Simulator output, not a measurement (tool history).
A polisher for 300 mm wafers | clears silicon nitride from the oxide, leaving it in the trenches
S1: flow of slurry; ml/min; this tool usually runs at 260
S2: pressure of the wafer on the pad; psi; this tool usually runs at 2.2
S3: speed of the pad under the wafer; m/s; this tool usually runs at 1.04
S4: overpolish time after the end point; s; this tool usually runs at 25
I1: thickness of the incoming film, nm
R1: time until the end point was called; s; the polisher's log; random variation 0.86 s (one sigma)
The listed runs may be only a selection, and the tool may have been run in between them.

run 1 hour=0 | S1=260 S2=2.2 S3=1.04 S4=25 | I1=60.9 | R1=99.2
-- hour=10.2 worn pad replaced by a new one
run 2 hour=20.1 | S1=260 S2=2.2 S3=1.04 S4=25 | I1=60.8 | R1=101.3
run 3 hour=34.6 | S1=260 S2=2.4 S3=1.04 S4=25 | I1=61 | R1=92.8
run 4 hour=59.1 | S1=260 S2=2.2 S3=1.04 S4=25 | I1=59.8 | R1=99.5
run 5 hour=88 | S1=260 S2=2.2 S3=1.04 S4=17 | I1=60.1 | R1=101
run 6 hour=103.2 | S1=260 S2=2.2 S3=1.04 S4=17 | I1=60.4 | R1=101.1
run 7 hour=126.6 | S1=260 S2=2.2 S3=1.04 S4=17 | I1=60 | R1=101.6
run 8 hour=139 | S1=260 S2=2.2 S3=1.04 S4=25 | I1=59.7 | R1=101.4
run 9 hour=152.8 | S1=260 S2=2.2 S3=1.04 S4=25 | I1=59.8 | R1=100.9
run 10 hour=175 | S1=260 S2=2.2 S3=1.04 S4=25 | I1=60.4 | R1=102.3
run 11 hour=190.8 | S1=260 S2=2.2 S3=0.88 S4=25 | I1=60.9 | R1=122.2
-- hour=211.4 worn pad replaced by a new one
run 12 hour=211.9 | S1=260 S2=2.2 S3=0.88 S4=25 | I1=60.7 | R1=122.3
-- hour=242 slurry nozzle cleaned
run 13 hour=244.9 | S1=240 S2=2.2 S3=1.04 S4=25 | I1=60 | R1=98.7
run 14 hour=272.7 | S1=260 S2=2.2 S3=1.04 S4=25 | I1=60.9 | R1=101.3
run 15 hour=293.7 | S1=260 S2=2.2 S3=1.04 S4=25 | I1=59.1 | R1=99.1
run 16 hour=319.6 | S1=260 S2=2.2 S3=1.04 S4=25 | I1=58.9 | R1=98
run 17 hour=332.5 | S1=260 S2=2.2 S3=1.04 S4=25 | I1=60.4 | R1=103.1
run 18 hour=364.5 | S1=260 S2=2.2 S3=1.04 S4=25 | I1=60.3 | R1=102.8
-- hour=384.3 head pressure recalibrated
run 19 hour=392.8 | S1=260 S2=2.2 S3=1.04 S4=25 | I1=60.5 | R1=102.3
-- hour=409 worn pad replaced by a new one
run 20 hour=416.3 | S1=180 S2=2.7 S3=0.84 S4=25 | I1=60 | R1=112.8
run 21 hour=430.6 | S1=180 S2=2.9 S3=1.28 S4=13 | I1=60.3 | R1=68.3
run 22 hour=456.4 | S1=195 S2=1.5 S3=1.04 S4=16 | I1=60.7 | R1=163.6
run 23 hour=488 | S1=260 S2=2.2 S3=1.04 S4=25 | I1=60.7 | R1=105.1
run 24 hour=500.4 | S1=305 S2=2.7 S3=1.28 S4=19 | I1=61 | R1=66.5
run 25 hour=535 | S1=345 S2=1.7 S3=0.92 S4=11 | I1=58.7 | R1=141.3
-- hour=545 slurry nozzle cleaned
run 26 hour=558 | S1=260 S2=2.2 S3=1.04 S4=25 | I1=59.7 | R1=96.9
-- hour=580 worn pad replaced by a new one
run 27 hour=588.4 | S1=210 S2=2.2 S3=1.04 S4=25 | I1=59.2 | R1=100.3
run 28 hour=610.2 | S1=260 S2=2.2 S3=0.84 S4=25 | I1=60.3 | R1=121.8
run 29 hour=644.9 | S1=260 S2=1.8 S3=1.04 S4=25 | I1=60.6 | R1=122.2
run 30 hour=664.2 | S1=170 S2=2.2 S3=1.04 S4=18 | I1=60.2 | R1=109.2
run 31 hour=678.2 | S1=195 S2=1.7 S3=1.04 S4=25 | I1=60 | R1=136.8
run 32 hour=690.9 | S1=260 S2=1.9 S3=0.72 S4=15 | I1=59.5 | R1=168.2
run 33 hour=711.8 | S1=330 S2=2.2 S3=1.04 S4=25 | I1=59.2 | R1=96.9
run 34 hour=739.7 | S1=260 S2=2.2 S3=1.04 S4=25 | I1=60 | R1=100.7
run 35 hour=758.9 | S1=285 S2=1.7 S3=0.78 S4=29 | I1=59.9 | R1=172.9
-- hour=764 worn pad replaced by a new one
run 36 hour=783.9 | S1=220 S2=2.2 S3=1.04 S4=25 | I1=60.4 | R1=105.8
run 37 hour=809 | S1=295 S2=1.8 S3=1.04 S4=25 | I1=59.7 | R1=123.4
run 38 hour=821.8 | S1=320 S2=2.5 S3=1.04 S4=17 | I1=59.6 | R1=86.7

Same runs, no hidden state in the tool, same run-to-run variation:
Hidden state present: removal rate lost through wear of the pad, %; slurry flow missing at the pad, %; deviation of the head's pressure from its setpoint, %.
run=1 R1=97.2
run=2 R1=98.8
run=3 R1=90.2
run=4 R1=96.3
run=5 R1=97.3
run=6 R1=97.2
run=7 R1=97.4
run=8 R1=97.1
run=9 R1=96.5
run=10 R1=97.7
run=11 R1=116.6
run=12 R1=116.5
run=13 R1=97.6
run=14 R1=99.3
run=15 R1=96.4
run=16 R1=94.6
run=17 R1=99.2
run=18 R1=98.1
run=19 R1=97.1
run=20 R1=103.9
run=21 R1=62.7
run=22 R1=150.5
run=23 R1=98.5
run=24 R1=62.9
run=25 R1=134.3
run=26 R1=96.2
run=27 R1=98.3
run=28 R1=119.1
run=29 R1=118.4
run=30 R1=103.4
run=31 R1=130
run=32 R1=161.6
run=33 R1=93.7
run=34 R1=96.1
run=35 R1=165.5
run=36 R1=99.7
run=37 R1=117.9
run=38 R1=83.1
